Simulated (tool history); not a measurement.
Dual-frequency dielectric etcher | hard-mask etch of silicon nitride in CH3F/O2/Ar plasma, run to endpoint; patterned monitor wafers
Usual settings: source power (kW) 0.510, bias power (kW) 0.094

run,day,source power (kW),bias power (kW),wafers since the last listed run,hours since the last wet clean,hours since the last source power generator calibration,hours since the last bias power generator calibration,hours since the last upper electrode change,"incoming incoming film thickness, nm",endpoint time (s)
1,0.000,0.510,0.094,0,334.9,3415.6,2573.3,4701.0,44.15,51.9
2,0.458,0.510,0.094,177,345.9,3426.6,2584.3,4712.0,44.10,52.1
3,0.954,0.510,0.094,192,357.8,3438.5,2596.2,4723.9,44.42,52.2
4,1.238,0.480,0.094,110,364.6,3445.3,2603.0,4730.7,44.60,53.6
5,1.538,0.510,0.094,116,371.8,3452.5,2610.2,4737.9,44.37,52.2
6,2.217,0.510,0.094,263,388.1,3468.8,2626.5,4754.2,43.83,51.3
7,2.917,0.510,0.094,271,404.9,3485.6,2643.3,4771.0,43.97,52.2
8,3.442,0.510,0.094,203,417.5,3498.2,2655.9,4783.6,43.95,51.8
9,3.738,0.510,0.094,114,424.6,3505.3,2663.0,4790.7,44.44,52.3
10,4.383,0.510,0.094,250,440.1,3520.8,2678.5,4806.2,44.24,52.3
11,5.317,0.510,0.078,362,462.5,3543.2,2700.9,4828.6,44.14,56.5
12,5.733,0.600,0.094,161,472.5,3553.2,2710.9,4838.6,43.87,49.0
13,6.100,0.550,0.099,142,481.3,3562.0,2719.7,4847.4,44.35,50.1
14,6.579,0.450,0.104,186,492.8,3573.5,2731.2,4858.9,44.83,53.2
15,7.154,0.510,0.094,223,506.6,3587.3,2745.0,4872.7,44.32,52.6
16,7.700,0.510,0.080,211,519.7,3600.4,2758.1,4885.8,44.31,56.5
17,7.950,0.510,0.094,97,525.7,3606.4,2764.1,4891.8,44.26,52.3
# day 9.033: upper electrode replaced
18,9.054,0.630,0.116,40,552.2,3632.9,2790.6,0.5,43.92,44.3
19,9.383,0.410,0.086,127,560.1,3640.8,2798.5,8.4,44.21,59.2
20,9.696,0.570,0.072,121,567.6,3648.3,2806.0,15.9,44.20,56.6
# day 10.288: bias power generator calibrated
21,10.308,0.420,0.109,173,582.3,3663.0,0.5,30.6,44.53,53.1
# day 10.575: source power generator calibrated
22,10.779,0.480,0.117,118,593.6,4.9,11.8,41.9,43.56,48.1
23,11.329,0.450,0.071,213,606.8,18.1,25.0,55.1,43.83,62.1
# day 13.204: wet clean of the chamber
24,13.225,0.510,0.094,347,0.5,63.6,70.5,100.6,44.26,51.0
25,13.242,0.610,0.083,6,0.9,64.0,70.9,101.0,44.38,50.3
26,13.583,0.510,0.117,132,9.1,72.2,79.1,109.2,44.33,46.4
27,14.012,0.510,0.094,166,19.4,82.5,89.4,119.5,44.23,50.9
28,14.579,0.610,0.107,220,33.0,96.1,103.0,133.1,44.30,45.0
29,15.179,0.630,0.094,233,47.4,110.5,117.4,147.5,44.02,46.8
30,15.754,0.600,0.094,223,61.2,124.3,131.2,161.3,43.89,47.7
31,16.100,0.450,0.116,134,69.5,132.6,139.5,169.6,44.22,48.6
32,16.375,0.400,0.094,106,76.1,139.2,146.1,176.2,43.92,55.3
33,17.617,0.510,0.094,482,105.9,169.0,175.9,206.0,44.38,51.4
34,18.088,0.620,0.094,182,117.2,180.3,187.2,217.3,44.31,47.7

What the log doesn't show, run by run:
source power that arrives over what is set, %: 0 in every run
bias power that arrives over what is set, %: 0 in every run
H1: etch rate over this chamber's usual, %
run,H1
1,-2.01
2,-2.07
3,-2.13
4,-2.17
5,-2.2
6,-2.29
7,-2.38
8,-2.45
9,-2.48
10,-2.57
11,-2.68
12,-2.74
13,-2.78
14,-2.85
15,-2.92
16,-2.99
17,-3.02
18,-3.16
19,-3.2
20,-3.24
21,-3.32
22,-3.38
23,-3.45
24,0.302
25,0.3
26,0.257
27,0.202
28,0.13
29,0.0538
30,-0.0193
31,-0.0632
32,-0.0982
33,-0.256
34,-0.316
